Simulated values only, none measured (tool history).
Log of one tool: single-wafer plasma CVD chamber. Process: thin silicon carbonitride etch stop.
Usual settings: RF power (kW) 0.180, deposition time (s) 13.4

run,day,RF power (kW),deposition time (s),wafers since the last listed run,hours since the last thermocouple change,hours since the last RF generator calibration,hours since the showerhead was replaced,hours since the gauge calibration,"read-back reference wafer on the same gauge, thickness_nm",mean film thickness on the monitor wafer (nm)
1,0.000,0.180,12.3,0,461.9,727.4,6544.1,1402.3,6.885,6.556
2,3.875,0.180,12.3,3719,554.9,820.4,6637.1,1495.3,6.879,6.557
3,8.079,0.180,13.4,4035,655.8,921.3,6738.0,1596.2,6.881,7.173
4,11.946,0.200,13.4,3711,748.6,1014.1,6830.8,1689.0,6.881,7.349
5,16.429,0.200,13.4,4303,856.2,1121.7,6938.4,1796.6,6.876,7.339
6,19.908,0.200,13.4,3339,939.7,1205.2,7021.9,1880.1,6.877,7.341
7,21.821,0.180,13.4,1835,985.6,1251.1,7067.8,1926.0,6.878,7.148
8,25.979,0.180,13.4,3991,1085.4,1350.9,7167.6,2025.8,6.880,7.151
9,30.088,0.180,13.4,3943,1184.0,1449.5,7266.2,2124.4,6.882,7.129
10,32.842,0.160,13.4,2643,1250.1,1515.6,7332.3,2190.5,6.880,6.922
# day 33.362: thermocouple changed; heater temperature recalibrated
11,37.117,0.160,13.4,3783,90.1,1618.2,7434.9,2293.1,6.879,6.925
12,38.904,0.160,13.4,1715,133.0,1661.1,7477.8,2336.0,6.877,6.922
# day 41.825: RF generator calibrated
13,42.300,0.180,13.4,2939,214.5,11.4,7559.3,2417.5,6.877,7.221
14,45.475,0.180,13.4,3047,290.7,87.6,7635.5,2493.7,6.882,7.190
# day 47.833: showerhead replaced
15,48.538,0.180,13.4,2619,364.2,161.1,16.9,2567.2,6.877,7.181
16,50.588,0.180,12.5,1967,413.4,210.3,66.1,2616.4,6.876,6.714
17,54.417,0.180,12.5,3675,505.3,302.2,158.0,2708.3,6.876,6.694
18,58.425,0.160,11.0,3847,601.5,398.4,254.2,2804.5,6.881,5.705
19,61.008,0.180,13.4,2479,663.5,460.4,316.2,2866.5,6.881,7.169
20,62.562,0.195,13.4,1491,700.8,497.7,353.5,2903.8,6.881,7.296
# day 63.392: gauge calibrated
21,66.854,0.200,15.2,4119,803.8,600.7,456.5,83.1,6.880,8.336
22,70.496,0.165,15.3,3495,891.2,688.1,543.9,170.5,6.883,7.985
23,74.121,0.190,15.5,3479,978.2,775.1,630.9,257.5,6.880,8.391
24,76.425,0.165,11.8,2211,1033.5,830.4,686.2,312.8,6.879,6.150
25,79.862,0.190,14.8,3299,1116.0,912.9,768.7,395.3,6.882,7.989
26,83.175,0.210,12.2,3179,1195.5,992.4,848.2,474.8,6.877,6.760
# day 85.817: thermocouple changed; heater temperature recalibrated
27,85.838,0.180,13.4,2235,0.5,1056.3,912.1,538.7,6.878,7.132
28,90.171,0.210,11.2,4159,104.5,1160.3,1016.1,642.7,6.881,6.220
29,92.008,0.200,11.3,1763,148.6,1204.4,1060.2,686.8,6.880,6.175
30,96.133,0.180,13.4,3959,247.6,1303.4,1159.2,785.8,6.880,7.122
31,99.429,0.195,14.9,3163,326.7,1382.5,1238.3,864.9,6.884,8.100
32,103.050,0.200,12.6,3475,413.6,1469.4,1325.2,951.8,6.883,6.893
33,107.079,0.150,14.5,3867,510.3,1566.1,1421.9,1048.5,6.881,7.378
34,109.971,0.205,13.4,2775,579.7,1635.5,1491.3,1117.9,6.882,7.379

Some steps in mean film thickness on the monitor wafer (nm) between neighbouring runs. How much of each would the tool show without its hidden state too (settings, what came in, random variation), and how much is left for the hidden state, with any gauge scatter that isn't in both results?
The hidden state here: wafer temperature above the value expected at the setpoint (K); delivered RF power above the setpoint (%); gauge reads high (%).
Run 12 -> 13: RF power (kW) 0.160 -> 0.180, RF generator calibrated. mean film thickness on the monitor wafer (nm) +0.299: hidden state +0.075, all else +0.224.
Run 18 -> 19: RF power (kW) 0.160 -> 0.180, deposition time (s) 11.0 -> 13.4. mean film thickness on the monitor wafer (nm) +1.464: hidden state -0.016, all else +1.480.
Run 23 -> 24: RF power (kW) 0.190 -> 0.165, deposition time (s) 15.5 -> 11.8. mean film thickness on the monitor wafer (nm) -2.241: hidden state +0.022, all else -2.263.
Run 24 -> 25: RF power (kW) 0.165 -> 0.190, deposition time (s) 11.8 -> 14.8. mean film thickness on the monitor wafer (nm) +1.839: hidden state -0.024, all else +1.863.
